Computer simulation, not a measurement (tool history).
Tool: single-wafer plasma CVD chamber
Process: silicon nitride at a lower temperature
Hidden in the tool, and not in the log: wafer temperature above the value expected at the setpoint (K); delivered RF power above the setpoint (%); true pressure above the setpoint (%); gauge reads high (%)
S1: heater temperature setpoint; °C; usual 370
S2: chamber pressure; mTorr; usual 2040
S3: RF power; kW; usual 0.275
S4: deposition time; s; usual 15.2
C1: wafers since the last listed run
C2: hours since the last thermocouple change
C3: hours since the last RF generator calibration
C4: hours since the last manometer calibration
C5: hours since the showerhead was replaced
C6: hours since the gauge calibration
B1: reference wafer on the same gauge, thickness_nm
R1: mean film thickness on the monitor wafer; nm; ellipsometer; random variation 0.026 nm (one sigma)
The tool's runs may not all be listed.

run 1 hour=0.0 | S1=370 S2=2040 S3=0.275 S4=15.2 | C1=0 C2=2251.2 C3=1460.6 C4=2535.2 C5=4196.9 C6=313.8 | B1=15.889 | R1=16.233
run 2 hour=13.5 | S1=370 S2=2040 S3=0.275 S4=15.2 | C1=273 C2=2264.7 C3=1474.1 C4=2548.7 C5=4210.4 C6=327.3 | B1=15.898 | R1=16.255
run 3 hour=28.5 | S1=370 S2=2040 S3=0.275 S4=15.2 | C1=304 C2=2279.7 C3=1489.1 C4=2563.7 C5=4225.4 C6=342.3 | B1=15.892 | R1=16.248
run 4 hour=59.3 | S1=370 S2=2040 S3=0.275 S4=15.2 | C1=625 C2=2310.5 C3=1519.9 C4=2594.5 C5=4256.2 C6=373.1 | B1=15.896 | R1=16.156
run 5 hour=75.3 | S1=370 S2=2040 S3=0.275 S4=15.2 | C1=324 C2=2326.5 C3=1535.9 C4=2610.5 C5=4272.2 C6=389.1 | B1=15.903 | R1=16.167
run 6 hour=89.7 | S1=370 S2=2040 S3=0.275 S4=15.2 | C1=292 C2=2340.9 C3=1550.3 C4=2624.9 C5=4286.6 C6=403.5 | B1=15.900 | R1=16.198
run 7 hour=98.8 | S1=370 S2=2040 S3=0.275 S4=15.2 | C1=184 C2=2350.0 C3=1559.4 C4=2634.0 C5=4295.7 C6=412.6 | B1=15.904 | R1=16.195
-- hour=107.0 thermocouple changed; heater temperature recalibrated
run 8 hour=113.3 | S1=370 S2=2040 S3=0.275 S4=15.2 | C1=131 C2=6.3 C3=1573.9 C4=2648.5 C5=4310.2 C6=427.1 | B1=15.898 | R1=16.204
run 9 hour=121.1 | S1=370 S2=2040 S3=0.275 S4=15.2 | C1=158 C2=14.1 C3=1581.7 C4=2656.3 C5=4318.0 C6=434.9 | B1=15.892 | R1=16.219
run 10 hour=128.4 | S1=370 S2=2040 S3=0.275 S4=15.2 | C1=148 C2=21.4 C3=1589.0 C4=2663.6 C5=4325.3 C6=442.2 | B1=15.905 | R1=16.198
run 11 hour=135.0 | S1=370 S2=2040 S3=0.275 S4=15.2 | C1=133 C2=28.0 C3=1595.6 C4=2670.2 C5=4331.9 C6=448.8 | B1=15.892 | R1=16.177
-- hour=139.7 gauge calibrated
run 12 hour=141.3 | S1=370 S2=2040 S3=0.275 S4=15.2 | C1=127 C2=34.3 C3=1601.9 C4=2676.5 C5=4338.2 C6=1.6 | B1=15.908 | R1=16.165
run 13 hour=148.5 | S1=370 S2=2040 S3=0.275 S4=15.2 | C1=146 C2=41.5 C3=1609.1 C4=2683.7 C5=4345.4 C6=8.8 | B1=15.895 | R1=16.181
-- hour=169.3 capacitance manometer re-zeroed and calibrated
run 14 hour=169.8 | S1=370 S2=2040 S3=0.235 S4=17.1 | C1=269 C2=62.8 C3=1630.4 C4=0.5 C5=4366.7 C6=30.1 | B1=15.907 | R1=16.386
-- hour=185.4 showerhead replaced
run 15 hour=185.9 | S1=370 S2=2040 S3=0.275 S4=15.2 | C1=164 C2=78.9 C3=1646.5 C4=16.6 C5=0.5 C6=46.2 | B1=15.891 | R1=16.149
run 16 hour=190.0 | S1=375 S2=2040 S3=0.275 S4=15.2 | C1=83 C2=83.0 C3=1650.6 C4=20.7 C5=4.6 C6=50.3 | B1=15.901 | R1=16.123

Forecast run 17:
run 17 hour=202.9 | S1=370 S2=2040 S3=0.275 S4=15.2 | C1=261 C2=95.9 C3=1663.5 C4=33.6 C5=17.5 C6=63.2 | B1=? | R1=?

{"run 17": {"B1": 15.911, "R1": 16.137}}
Without the tool's hidden state the same run would have given R1 17.119 nm.
